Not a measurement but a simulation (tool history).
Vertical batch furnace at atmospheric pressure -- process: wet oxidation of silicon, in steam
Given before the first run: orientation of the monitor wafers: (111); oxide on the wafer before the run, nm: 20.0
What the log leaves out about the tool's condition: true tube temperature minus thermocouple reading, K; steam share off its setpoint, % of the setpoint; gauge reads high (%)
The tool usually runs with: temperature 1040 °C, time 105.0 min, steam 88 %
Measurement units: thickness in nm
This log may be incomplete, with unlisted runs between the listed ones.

run   hour  temperature   time  steam  wafers since the last listed run  hours since the last temperature calibration  hours since the steam generator was serviced  hours since the gauge calibration  read-back reference wafer on the same gauge, thickness  thickness
  1    0.0         1040  105.0     88                                 0                                        2231.0                                         537.5                              607.6                                                  682.74     794.97
  2   30.3         1040  105.0     88                               379                                        2261.3                                         567.8                              637.9                                                  682.34     786.77
  3   46.2         1040  105.0     88                               199                                        2277.2                                         583.7                              653.8                                                  683.30     784.63
  4   73.0         1040  105.0     88                               336                                        2304.0                                         610.5                              680.6                                                  682.91     789.62
  5  100.0         1040  105.0     88                               338                                        2331.0                                         637.5                              707.6                                                  683.55     788.69
  6  117.4         1040  105.0     88                               218                                        2348.4                                         654.9                              725.0                                                  684.06     786.66
  7  138.3         1040  105.0     88                               262                                        2369.3                                         675.8                              745.9                                                  683.14     782.14
  8  162.6         1040  105.0     92                               304                                        2393.6                                         700.1                              770.2                                                  682.86     801.57
  9  184.8         1040  105.0     92                               278                                        2415.8                                         722.3                              792.4                                                  682.53     814.75
     202.5  -- gauge calibrated
     227.9  -- thermocouples replaced and temperature profile calibrated
 10  228.4         1030   66.5     88                               245                                           0.5                                         765.9                               25.9                                                  682.28     581.37
 11  234.3         1030   66.5     88                                73                                           6.4                                         771.8                               31.8                                                  683.09     585.67
 12  264.9         1040  105.0     96                               383                                          37.0                                         802.4                               62.4                                                  683.76     828.78
 13  281.3         1040  105.0     91                               205                                          53.4                                         818.8                               78.8                                                  683.25     804.72
 14  296.4         1040  105.0     91                               189                                          68.5                                         833.9                               93.9                                                  682.78     803.53
 15  332.0         1040  135.5     97                               446                                         104.1                                         869.5                              129.5                                                  683.27     955.06
 16  354.0         1028  134.5     81                               275                                         126.1                                         891.5                              151.5                                                  682.96     823.72
 17  368.5         1064  127.0     94                               181                                         140.6                                         906.0                              166.0                                                  682.73     990.50
 18  393.9         1040  105.0     88                               318                                         166.0                                         931.4                              191.4                                                  683.74     788.44
 19  427.4         1040  148.5     85                               420                                         199.5                                         964.9                              224.9                                                  682.30     935.32
 20  449.6         1040  105.0     88                               278                                         221.7                                         987.1                              247.1                                                  683.04     784.14
 21  473.0         1040  118.5     88                               293                                         245.1                                        1010.5                              270.5                                                  682.75     835.31
 22  535.9         1040  105.0     88                               788                                         308.0                                        1073.4                              333.4                                                  682.88     785.19
 23  552.9         1040  105.0     88                               213                                         325.0                                        1090.4                              350.4                                                  682.29     786.18
 24  588.6         1056  105.0     88                               447                                         360.7                                        1126.1                              386.1                                                  683.10     835.81
     615.6  -- steam generator serviced
 25  616.1         1040  105.0     88                                43                                         388.2                                           0.5                              413.6                                                  683.01     784.99
 26  635.0         1027   68.0     88                               236                                         407.1                                          19.4                              432.5                                                  683.74     584.95
 27  728.8         1040  105.0     88                              1176                                         500.9                                         113.2                              526.3                                                  682.61     787.74
 28  744.0         1040  144.5     84                               190                                         516.1                                         128.4                              541.5                                                  682.89     911.48
 29  763.8         1026  105.0     83                               248                                         535.9                                         148.2                              561.3                                                  682.63     721.53
 30  830.2         1019  105.0     83                               832                                         602.3                                         214.6                              627.7                                                  683.68     700.13
 31  875.4         1040   87.0     97                               566                                         647.5                                         259.8                              672.9                                                  683.69     753.67
 32  890.6         1031  133.5     88                               190                                         662.7                                         275.0                              688.1                                                  682.89     865.44
 33  904.0         1018  122.0     93                               168                                         676.1                                         288.4                              701.5                                                  683.30     812.02
     917.5  -- gauge calibrated
 34  926.2         1040  105.0     88                               278                                         698.3                                         310.6                                8.7                                                  683.74     792.74
 35  939.5         1040  105.0     88                               166                                         711.6                                         323.9                               22.0                                                  683.69     782.58
 36  961.2         1040  141.5     77                               272                                         733.3                                         345.6                               43.7                                                  683.93     866.50
 37  986.5         1040  105.0     88                               317                                         758.6                                         370.9                               69.0                                                  683.62     785.29

Here are 5 independent what-if runs from the current tool condition. What would each one return?
  A  992.5         1017  105.0     88                                75                                         764.6                                         376.9                               75.0                                                       ?          ?
  B  992.5         1064   61.0     80                                75                                         764.6                                         376.9                               75.0                                                       ?          ?
  C  992.5         1048  105.0     96                                75                                         764.6                                         376.9                               75.0                                                       ?          ?
  D  992.5         1016  105.0     88                                75                                         764.6                                         376.9                               75.0                                                       ?          ?
  E  992.5         1040   68.0     88                                75                                         764.6                                         376.9                               75.0                                                       ?          ?

run  read-back reference wafer on the same gauge, thickness  thickness
  A                                                  683.12     715.21
  B                                                  683.12     608.17
  C                                                  683.12     852.16
  D                                                  683.12     712.02
  E                                                  683.12     617.86
Without the tool's hidden state the same runs would have given:
run  thickness
  A     715.21
  B     608.17
  C     852.16
  D     712.02
  E     617.86
